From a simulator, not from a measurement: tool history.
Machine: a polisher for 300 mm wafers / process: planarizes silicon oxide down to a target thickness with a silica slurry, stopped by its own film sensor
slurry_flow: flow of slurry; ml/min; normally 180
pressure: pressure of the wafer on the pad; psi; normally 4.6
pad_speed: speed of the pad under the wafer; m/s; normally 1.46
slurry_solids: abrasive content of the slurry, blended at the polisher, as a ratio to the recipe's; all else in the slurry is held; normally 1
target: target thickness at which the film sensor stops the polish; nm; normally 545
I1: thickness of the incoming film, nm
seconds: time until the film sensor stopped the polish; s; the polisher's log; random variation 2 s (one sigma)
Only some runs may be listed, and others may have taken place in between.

run 1 hour=0 | slurry_flow=180 pressure=4.6 pad_speed=1.46 slurry_solids=1 target=545 | I1=930.6 | seconds=104.4
run 2 hour=105.1 | slurry_flow=180 pressure=4.6 pad_speed=1.46 slurry_solids=1 target=545 | I1=932.4 | seconds=101.7
run 3 hour=158.7 | slurry_flow=180 pressure=4.6 pad_speed=1.46 slurry_solids=1 target=545 | I1=932.2 | seconds=99.1
run 4 hour=250.1 | slurry_flow=235 pressure=3.3 pad_speed=1.46 slurry_solids=0.9 target=671 | I1=911.1 | seconds=84.4
run 5 hour=306.4 | slurry_flow=180 pressure=4.6 pad_speed=1.46 slurry_solids=1 target=449 | I1=924.1 | seconds=124.4
-- hour=333.1 worn pad replaced by a new one
run 6 hour=413.7 | slurry_flow=115 pressure=4 pad_speed=1.46 slurry_solids=1.25 target=545 | I1=935.4 | seconds=117.5
-- hour=475 conditioning disc replaced and pad reconditioned
run 7 hour=507.9 | slurry_flow=180 pressure=4.6 pad_speed=1.46 slurry_solids=1 target=574 | I1=934.3 | seconds=94.6
-- hour=553.9 slurry blender recalibrated
run 8 hour=560.4 | slurry_flow=125 pressure=5.6 pad_speed=1.46 slurry_solids=1 target=649 | I1=937.7 | seconds=65.9
-- hour=663.4 slurry nozzle cleaned
run 9 hour=665.1 | slurry_flow=145 pressure=4.6 pad_speed=1.88 slurry_solids=1.3 target=636 | I1=937.1 | seconds=61.9
-- hour=720.1 head pressure recalibrated
run 10 hour=769.3 | slurry_flow=180 pressure=4.6 pad_speed=1.46 slurry_solids=1 target=545 | I1=930.7 | seconds=99.8
run 11 hour=970.1 | slurry_flow=180 pressure=4.6 pad_speed=1.46 slurry_solids=1 target=545 | I1=933.8 | seconds=100.8
-- hour=1008.7 worn pad replaced by a new one
run 12 hour=1063.6 | slurry_flow=135 pressure=4.6 pad_speed=1.76 slurry_solids=1 target=545 | I1=934.6 | seconds=91.1
run 13 hour=1161.8 | slurry_flow=210 pressure=5.8 pad_speed=1.46 slurry_solids=1 target=545 | I1=918.5 | seconds=75.9

Run 14 comes next. What will it give?
-- hour=1265.9 slurry blender recalibrated
run 14 hour=1268.6 | slurry_flow=180 pressure=6 pad_speed=1.46 slurry_solids=1 target=545 | I1=947.1 | seconds=?

seconds: 82.3 s
The same run, on a tool lacking any hidden state, would have yielded seconds 82.3 s.
